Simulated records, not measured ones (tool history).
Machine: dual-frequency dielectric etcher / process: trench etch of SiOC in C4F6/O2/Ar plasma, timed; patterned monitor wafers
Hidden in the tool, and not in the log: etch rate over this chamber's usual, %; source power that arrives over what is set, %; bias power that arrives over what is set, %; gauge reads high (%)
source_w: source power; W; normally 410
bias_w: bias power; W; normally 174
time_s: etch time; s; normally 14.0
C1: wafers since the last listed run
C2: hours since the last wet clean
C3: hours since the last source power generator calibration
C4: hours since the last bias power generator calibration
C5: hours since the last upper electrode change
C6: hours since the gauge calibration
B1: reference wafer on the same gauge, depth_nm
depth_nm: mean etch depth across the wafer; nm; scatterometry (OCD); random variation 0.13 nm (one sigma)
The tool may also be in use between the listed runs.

Run 1, hour 0.0: usual settings but source_w 460 W, bias_w 148 W; C1 0; C2 518.8; C3 1896.1; C4 1333.2; C5 2825.3; C6 1455.1; B1 35.58. Result: depth_nm 29.09 nm.
Run 2, hour 63.6: usual settings but source_w 480 W, time_s 17.0 s; C1 1405; C2 582.4; C3 1959.7; C4 1396.8; C5 2888.9; C6 1518.7; B1 35.52. Result: depth_nm 38.22 nm.
At hour 94.3: wet clean of the chamber.
Run 3, hour 105.3: usual settings but source_w 480 W, time_s 17.0 s; C1 391; C2 11.0; C3 2001.4; C4 1438.5; C5 2930.6; C6 1560.4; B1 35.64. Result: depth_nm 39.81 nm.
Run 4, hour 198.7: usual settings; C1 2063; C2 104.4; C3 2094.8; C4 1531.9; C5 3024.0; C6 1653.8; B1 35.64. Result: depth_nm 29.80 nm.
Run 5, hour 498.3: usual settings; C1 6618; C2 404.0; C3 2394.4; C4 1831.5; C5 3323.6; C6 1953.4; B1 35.60. Result: depth_nm 29.03 nm.
Run 6, hour 584.9: usual settings; C1 1913; C2 490.6; C3 2481.0; C4 1918.1; C5 3410.2; C6 2040.0; B1 35.57. Result: depth_nm 28.52 nm.
At hour 636.2: wet clean of the chamber.
Run 7, hour 677.5: usual settings but time_s 15.5 s; C1 1515; C2 41.3; C3 2573.6; C4 2010.7; C5 3502.8; C6 2132.6; B1 35.54. Result: depth_nm 32.63 nm.
At hour 696.5: gauge calibrated.
Run 8, hour 764.2: usual settings but source_w 360 W; C1 1915; C2 128.0; C3 2660.3; C4 2097.4; C5 3589.5; C6 67.7; B1 35.56. Result: depth_nm 27.03 nm.
Run 9, hour 807.9: usual settings but source_w 360 W; C1 965; C2 171.7; C3 2704.0; C4 2141.1; C5 3633.2; C6 111.4; B1 35.65. Result: depth_nm 27.00 nm.
At hour 874.3: upper electrode replaced, of another model than before.
Run 10, hour 893.1: usual settings but bias_w 150 W, time_s 16.0 s; C1 1351; C2 256.9; C3 2789.2; C4 2226.3; C5 18.8; C6 196.6; B1 35.55. Result: depth_nm 31.06 nm.
Run 11, hour 998.6: usual settings; C1 2330; C2 362.4; C3 2894.7; C4 2331.8; C5 124.3; C6 302.1; B1 35.71. Result: depth_nm 28.70 nm.
Run 12, hour 1047.3: usual settings but source_w 360 W, bias_w 189 W; C1 1075; C2 411.1; C3 2943.4; C4 2380.5; C5 173.0; C6 350.8; B1 35.64. Result: depth_nm 28.61 nm.
Run 13, hour 1086.8: usual settings; C1 872; C2 450.6; C3 2982.9; C4 2420.0; C5 212.5; C6 390.3; B1 35.62. Result: depth_nm 28.85 nm.
Run 14, hour 1191.4: usual settings but source_w 370 W, bias_w 197 W, time_s 17.5 s; C1 2310; C2 555.2; C3 3087.5; C4 2524.6; C5 317.1; C6 494.9; B1 35.54. Result: depth_nm 36.39 nm.
At hour 1226.4: wet clean of the chamber.
Run 15, hour 1287.8: usual settings but source_w 490 W, bias_w 135 W; C1 1599; C2 61.4; C3 3183.9; C4 2621.0; C5 413.5; C6 591.3; B1 35.61. Result: depth_nm 27.96 nm.
Run 16, hour 1355.2: usual settings; C1 1488; C2 128.8; C3 3251.3; C4 2688.4; C5 480.9; C6 658.7; B1 35.57. Result: depth_nm 29.36 nm.
At hour 1427.6: bias power generator calibrated.
Run 17, hour 1574.6: usual settings; C1 4758; C2 348.2; C3 3470.7; C4 147.0; C5 700.3; C6 878.1; B1 35.61. Result: depth_nm 29.00 nm.
At hour 1585.1: source power generator calibrated.
Run 18, hour 1638.9: usual settings but source_w 510 W; C1 1332; C2 412.5; C3 53.8; C4 211.3; C5 764.6; C6 942.4; B1 35.55. Result: depth_nm 30.92 nm.
Run 19, hour 1688.4: usual settings but source_w 510 W, bias_w 192 W, time_s 11.0 s; C1 1093; C2 462.0; C3 103.3; C4 260.8; C5 814.1; C6 991.9; B1 35.62. Result: depth_nm 25.45 nm.
At hour 1803.6: wet clean of the chamber.
Run 20, hour 1804.1: usual settings but source_w 500 W; C1 2025; C2 0.5; C3 219.0; C4 376.5; C5 929.8; C6 1107.6; B1 35.65. Result: depth_nm 32.03 nm.
Run 21, hour 1852.8: usual settings but bias_w 201 W; C1 1075; C2 49.2; C3 267.7; C4 425.2; C5 978.5; C6 1156.3; B1 35.56. Result: depth_nm 31.80 nm.
Run 22, hour 1910.0: usual settings but bias_w 142 W, time_s 17.0 s; C1 1263; C2 106.4; C3 324.9; C4 482.4; C5 1035.7; C6 1213.5; B1 35.64. Result: depth_nm 33.04 nm.
Run 23, hour 1974.6: usual settings but source_w 350 W, bias_w 155 W, time_s 11.5 s; C1 1427; C2 171.0; C3 389.5; C4 547.0; C5 1100.3; C6 1278.1; B1 35.63. Result: depth_nm 21.70 nm.
Run 24, hour 2036.2: usual settings but source_w 320 W, bias_w 144 W, time_s 10.5 s; C1 1360; C2 232.6; C3 451.1; C4 608.6; C5 1161.9; C6 1339.7; B1 35.70. Result: depth_nm 18.54 nm.
Run 25, hour 2075.1: usual settings but bias_w 197 W; C1 859; C2 271.5; C3 490.0; C4 647.5; C5 1200.8; C6 1378.6; B1 35.65. Result: depth_nm 30.93 nm.
Run 26, hour 2132.7: usual settings but source_w 440 W, bias_w 201 W, time_s 17.0 s; C1 1272; C2 329.1; C3 547.6; C4 705.1; C5 1258.4; C6 1436.2; B1 35.62. Result: depth_nm 38.94 nm.
Run 27, hour 2198.8: usual settings but source_w 330 W, time_s 17.5 s; C1 1460; C2 395.2; C3 613.7; C4 771.2; C5 1324.5; C6 1502.3; B1 35.67. Result: depth_nm 33.73 nm.
Run 28, hour 2284.5: usual settings; C1 1893; C2 480.9; C3 699.4; C4 856.9; C5 1410.2; C6 1588.0; B1 35.60. Result: depth_nm 29.01 nm.
Run 29, hour 2335.7: usual settings but source_w 330 W; C1 1131; C2 532.1; C3 750.6; C4 908.1; C5 1461.4; C6 1639.2; B1 35.60. Result: depth_nm 26.86 nm.

Consider 4 possible next runs. They are alternatives, not a sequence: every one starts from the tool as it was left by run 29. What does each give?
Run A, hour 2336.1: usual settings but bias_w 149 W; C1 8; C2 532.5; C3 751.0; C4 908.5; C5 1461.8; C6 1639.6; B1 ?. Result: depth_nm ?.
Run B, hour 2336.1: usual settings but source_w 370 W, bias_w 145 W, time_s 13.0 s; C1 8; C2 532.5; C3 751.0; C4 908.5; C5 1461.8; C6 1639.6; B1 ?. Result: depth_nm ?.
Run C, hour 2336.1: usual settings but time_s 16.0 s; C1 8; C2 532.5; C3 751.0; C4 908.5; C5 1461.8; C6 1639.6; B1 ?. Result: depth_nm ?.
Run D, hour 2336.1: usual settings but bias_w 141 W, time_s 10.5 s; C1 8; C2 532.5; C3 751.0; C4 908.5; C5 1461.8; C6 1639.6; B1 ?. Result: depth_nm ?.

run     B1  depth_nm
  A  35.60     26.83
  B  35.60     23.76
  C  35.60     33.00
  D  35.60     19.59
Had the tool no hidden state, the same runs would have come out as:
run  depth_nm
  A     27.81
  B     24.63
  C     34.21
  D     20.31
